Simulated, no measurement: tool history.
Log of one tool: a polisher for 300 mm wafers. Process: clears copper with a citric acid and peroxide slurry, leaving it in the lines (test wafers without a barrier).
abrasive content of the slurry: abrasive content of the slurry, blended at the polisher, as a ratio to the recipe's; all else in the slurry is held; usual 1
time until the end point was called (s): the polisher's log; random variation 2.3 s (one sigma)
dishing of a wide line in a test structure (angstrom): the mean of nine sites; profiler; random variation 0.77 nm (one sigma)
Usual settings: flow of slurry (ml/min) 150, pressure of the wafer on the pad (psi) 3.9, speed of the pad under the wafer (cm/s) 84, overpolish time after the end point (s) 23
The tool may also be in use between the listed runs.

run,hour,flow of slurry (ml/min),pressure of the wafer on the pad (psi),speed of the pad under the wafer (cm/s),abrasive content of the slurry,overpolish time after the end point (s),wafers since the last listed run,wafers polished on this pad,hours since the slurry nozzle was cleaned,hours since the head pressure was calibrated,hours since the slurry blender was calibrated,"incoming thickness of the incoming film, nm",time until the end point was called (s),dishing of a wide line in a test structure (angstrom)
1,0,150,3.9,84,1,23,0,583,244.7,1037.7,50.3,339.9,164.2,360
2,16.7,185,3.9,76,1,23,96,680,261.4,1054.4,67,333,177.3,334
3,34.1,185,3.9,76,1,23,100,780,278.8,1071.8,84.4,334.6,172.4,327
4,45,185,3.9,76,1,23,62,843,289.7,1082.7,95.3,338.7,173.3,329
# hour 53.3: slurry blender recalibrated
5,54.5,150,3.9,84,1,23,43,886,299.2,1092.2,1.2,340.2,158.7,385
6,60.6,150,3.9,84,1,23,35,922,305.3,1098.3,7.3,342,161.9,369
7,69.8,150,3.9,84,1,23,53,975,314.5,1107.5,16.5,342.4,159.5,361
8,86.1,150,3.9,84,1,23,94,1069,330.8,1123.8,32.8,339.2,162.9,362
9,98.4,150,3.9,84,1,23,71,1140,343.1,1136.1,45.1,340.7,163.6,353
# hour 112.6: worn pad replaced by a new one
10,113.1,150,3.9,84,1,23,61,3,357.8,1150.8,59.8,342.3,169.7,346
# hour 115.7: head pressure recalibrated
11,121.5,150,3.9,84,1,23,36,40,366.2,5.8,68.2,345.8,170.1,351
12,127.6,175,3.9,84,1,33,35,75,372.3,11.9,74.3,340.8,165.4,470
13,137.8,175,3.9,84,1,33,58,134,382.5,22.1,84.5,344.8,164.8,483
14,152.7,125,3.9,84,1.3,23,86,220,397.4,37,99.4,345.1,169.6,356
15,169.1,170,3.9,84,1,23,94,314,413.8,53.4,115.8,336.4,168.7,342
# hour 174.4: slurry blender recalibrated
16,186.8,150,4.5,84,1.15,23,90,405,431.5,71.1,12.4,340.1,141.1,413
17,202.5,150,3.9,84,1,23,90,496,447.2,86.8,28.1,337.4,158.1,352
18,217.7,150,3,84,1,23,87,584,462.4,102,43.3,338.4,199.7,296
19,223.9,110,2.9,56,0.75,23,35,619,468.6,108.2,49.5,336.9,337.3,191
20,237.5,150,3.9,108,1.15,23,78,698,482.2,121.8,63.1,344.5,128.1,436
# hour 240.5: slurry nozzle cleaned
21,245.1,150,3.9,84,1,23,38,736,4.6,129.4,70.7,345.5,163.8,359
22,252,150,3.9,58,1,23,39,776,11.5,136.3,77.6,344.4,245.9,248
23,260.7,175,3.1,94,1.3,23,50,826,20.2,145,86.3,338.9,164.2,352
24,267.2,175,2.7,84,1,23,37,864,26.7,151.5,92.8,338.5,218.1,273
# hour 294.8: slurry blender recalibrated
# hour 296.2: worn pad replaced by a new one
25,303.4,150,3.9,84,1,23,189,41,62.9,187.7,8.6,338.8,158,362
26,348.5,150,3.9,84,1,23,260,301,108,232.8,53.7,341.5,163.2,357
27,362.3,150,3.9,84,1,23,79,381,121.8,246.6,67.5,346.5,168.1,357
28,376.2,150,4.6,102,1,23,80,461,135.7,260.5,81.4,337.2,118.8,455

The same runs without the tool's hidden state, with the same run-to-run variation:
The hidden state here: removal rate lost through wear of the pad, %; slurry flow missing at the pad, %; deviation of the head's pressure from its setpoint, %; abrasive missing from the slurry, %.
run,time until the end point was called (s),dishing of a wide line in a test structure (angstrom)
1,155.3,377
2,166.4,353
3,160.8,347
4,161.2,350
5,156.4,390
6,158.1,377
7,153.7,373
8,154.3,379
9,153.4,372
10,157.8,368
11,157.6,374
12,152.9,500
13,151.8,516
14,155.3,384
15,154.5,369
16,137.9,421
17,151.8,365
18,189.4,310
19,319.3,200
20,120,460
21,153.2,380
22,229.5,264
23,152.6,375
24,202.8,291
25,155.3,367
26,153.9,376
27,157.5,377
28,110.8,482
